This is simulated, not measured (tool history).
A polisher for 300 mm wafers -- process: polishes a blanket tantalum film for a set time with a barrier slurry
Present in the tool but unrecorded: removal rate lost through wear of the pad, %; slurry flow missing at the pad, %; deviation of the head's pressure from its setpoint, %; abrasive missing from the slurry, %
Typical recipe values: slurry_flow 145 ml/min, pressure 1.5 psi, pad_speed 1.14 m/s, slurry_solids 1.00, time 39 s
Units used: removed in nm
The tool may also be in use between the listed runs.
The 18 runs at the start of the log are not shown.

run,hour,slurry_flow,pressure,pad_speed,slurry_solids,time,wafers since the last listed run,wafers polished on this pad,hours since the slurry nozzle was cleaned,hours since the head pressure was calibrated,hours since the slurry blender was calibrated,"incoming thickness of the incoming film, nm",removed
19,265.6,145,2.0,1.14,0.80,39,139,686,55.4,64.7,75.3,426.0,66.8
20,281.1,95,1.5,1.30,1.00,28,130,816,70.9,80.2,90.8,430.2,42.2
21,296.5,145,1.5,1.14,1.00,39,129,946,86.3,95.6,106.2,431.6,56.9
22,304.8,145,1.5,1.14,1.30,39,69,1015,94.6,103.9,114.5,435.4,58.2
23,312.7,145,1.5,1.04,1.00,39,66,1082,102.5,111.8,122.4,431.2,51.0
# hour 316.8: worn pad replaced by a new one
24,327.2,145,1.0,1.00,1.00,39,88,87,117.0,126.3,136.9,427.2,39.4
25,336.4,145,1.0,0.84,1.00,33,77,164,126.2,135.5,146.1,428.7,28.3
26,351.1,145,1.5,1.14,1.00,39,123,288,140.9,150.2,160.8,428.5,58.2
27,368.3,145,1.5,1.14,1.00,39,144,432,158.1,167.4,178.0,422.0,56.9
28,378.4,145,1.5,1.14,1.00,39,84,517,168.2,177.5,188.1,430.6,57.6
29,393.8,145,1.8,1.14,1.00,39,129,646,183.6,192.9,203.5,429.1,64.7

Run 30 comes next. What will it give?
# hour 398.5: slurry blender recalibrated
30,410.6,185,1.6,1.14,1.00,26,124,770,200.4,209.7,12.1,427.8,?

{"run 30": {"removed": 41.7}}
Take away the tool's hidden state, keep the run-to-run variation as it was, and the same run would have given removed 42.6 nm.

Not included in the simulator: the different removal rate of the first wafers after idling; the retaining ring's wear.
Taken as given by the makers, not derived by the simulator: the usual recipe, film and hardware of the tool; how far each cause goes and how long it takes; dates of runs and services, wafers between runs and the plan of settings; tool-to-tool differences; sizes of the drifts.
